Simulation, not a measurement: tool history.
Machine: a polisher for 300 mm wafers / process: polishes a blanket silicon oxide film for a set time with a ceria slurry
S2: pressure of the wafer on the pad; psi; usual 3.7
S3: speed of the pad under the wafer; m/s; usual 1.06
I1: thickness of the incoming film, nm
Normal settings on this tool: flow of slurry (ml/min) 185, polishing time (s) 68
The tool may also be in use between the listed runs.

Run 1, day 0.000: usual settings; I1 1496.7. Result: film removed (nm) 357.8.
Run 2, day 1.338: usual settings but S2 3.2 psi, polishing time (s) 62; I1 1484.5. Result: film removed (nm) 277.3.
Run 3, day 3.546: usual settings but S2 3.2 psi, polishing time (s) 62; I1 1488.3. Result: film removed (nm) 279.4.
Run 4, day 6.408: usual settings but S2 3.2 psi, polishing time (s) 62; I1 1530.1. Result: film removed (nm) 272.5.
At day 12.858: worn pad replaced by a new one.
Run 5, day 13.692: usual settings; I1 1512.1. Result: film removed (nm) 373.7.
Run 6, day 15.525: usual settings; I1 1471.2. Result: film removed (nm) 367.6.
Run 7, day 16.771: usual settings; I1 1510.6. Result: film removed (nm) 359.7.
Run 8, day 19.512: usual settings; I1 1509.4. Result: film removed (nm) 355.8.
Run 9, day 21.379: usual settings but flow of slurry (ml/min) 155, S2 2.9 psi; I1 1519.8. Result: film removed (nm) 275.7.
At day 23.050: head pressure recalibrated.
Run 10, day 24.179: usual settings but flow of slurry (ml/min) 155, S2 2.9 psi; I1 1491.1. Result: film removed (nm) 261.7.
At day 25.471: slurry nozzle cleaned.
Run 11, day 26.508: usual settings; I1 1497.2. Result: film removed (nm) 345.1.
Run 12, day 27.612: usual settings; I1 1516.1. Result: film removed (nm) 339.2.
Run 13, day 29.817: usual settings; I1 1500.3. Result: film removed (nm) 334.2.
At day 30.688: worn pad replaced by a new one.
Run 14, day 31.475: usual settings but S2 2.7 psi; I1 1516.0. Result: film removed (nm) 271.5.
Run 15, day 37.662: usual settings but S2 2.7 psi; I1 1512.5. Result: film removed (nm) 261.2.
Run 16, day 38.892: usual settings; I1 1501.5. Result: film removed (nm) 344.4.
Run 17, day 42.946: usual settings but flow of slurry (ml/min) 155, S2 2.5 psi, S3 0.86 m/s; I1 1481.1. Result: film removed (nm) 179.5.
Run 18, day 44.412: usual settings; I1 1489.5. Result: film removed (nm) 341.5.
Run 19, day 45.888: usual settings but S2 3.2 psi, polishing time (s) 62; I1 1504.1. Result: film removed (nm) 270.5.
Run 20, day 48.175: usual settings but polishing time (s) 90; I1 1518.5. Result: film removed (nm) 432.6.
At day 51.329: worn pad replaced by a new one.
Run 21, day 52.567: usual settings but flow of slurry (ml/min) 225, S3 1.36 m/s; I1 1506.3. Result: film removed (nm) 495.1.
Run 22, day 55.317: usual settings; I1 1495.9. Result: film removed (nm) 375.5.
Run 23, day 57.846: usual settings but flow of slurry (ml/min) 240, S2 2.8 psi, polishing time (s) 80; I1 1504.8. Result: film removed (nm) 326.2.
At day 61.567: slurry nozzle cleaned.
Run 24, day 61.942: usual settings; I1 1502.7. Result: film removed (nm) 352.3.
Run 25, day 64.621: usual settings but S2 4.6 psi; I1 1497.8. Result: film removed (nm) 431.2.
Run 26, day 67.092: usual settings; I1 1531.5. Result: film removed (nm) 351.2.
Run 27, day 68.279: usual settings but S2 4.3 psi, S3 0.78 m/s; I1 1490.4. Result: film removed (nm) 288.8.
At day 68.879: head pressure recalibrated.
At day 69.138: worn pad replaced by a new one.
Run 28, day 71.142: usual settings; I1 1481.9. Result: film removed (nm) 373.1.
Run 29, day 73.604: usual settings but polishing time (s) 52; I1 1496.9. Result: film removed (nm) 285.2.
Run 30, day 74.942: usual settings but flow of slurry (ml/min) 120, S2 2.7 psi; I1 1508.9. Result: film removed (nm) 245.8.
Run 31, day 76.733: usual settings but flow of slurry (ml/min) 155, S2 3.1 psi; I1 1509.8. Result: film removed (nm) 298.0.
Run 32, day 79.404: usual settings but S3 1.32 m/s; I1 1466.8. Result: film removed (nm) 432.9.
Run 33, day 80.538: usual settings but flow of slurry (ml/min) 165, polishing time (s) 53; I1 1478.1. Result: film removed (nm) 271.3.
Run 34, day 82.492: usual settings but flow of slurry (ml/min) 210, S3 0.86 m/s, polishing time (s) 46; I1 1508.5. Result: film removed (nm) 194.5.
Run 35, day 84.042: usual settings but flow of slurry (ml/min) 220; I1 1519.1. Result: film removed (nm) 345.1.
Run 36, day 86.583: usual settings but flow of slurry (ml/min) 220, S3 0.80 m/s; I1 1485.1. Result: film removed (nm) 258.8.
Run 37, day 89.008: usual settings but flow of slurry (ml/min) 235, S2 2.6 psi, S3 0.70 m/s; I1 1509.0. Result: film removed (nm) 163.2.
At day 90.117: slurry nozzle cleaned.
At day 90.471: worn pad replaced by a new one.
Run 38, day 91.850: usual settings; I1 1522.5. Result: film removed (nm) 356.9.

Alternative continuations, all from the tool just after run 38; predict every row:
Run A, day 91.867: usual settings; I1 1493.1. Result: film removed (nm) ?.
Run B, day 91.867: usual settings but S2 2.5 psi; I1 1493.1. Result: film removed (nm) ?.
Run C, day 91.867: usual settings but S3 1.20 m/s, polishing time (s) 85; I1 1493.1. Result: film removed (nm) ?.

run  film removed (nm)
  A              363.4
  B              245.6
  C              514.3
Take away the tool's hidden state, keep each run's random variation, and the runs would have read:
run  film removed (nm)
  A              371.3
  B              250.9
  C              525.4
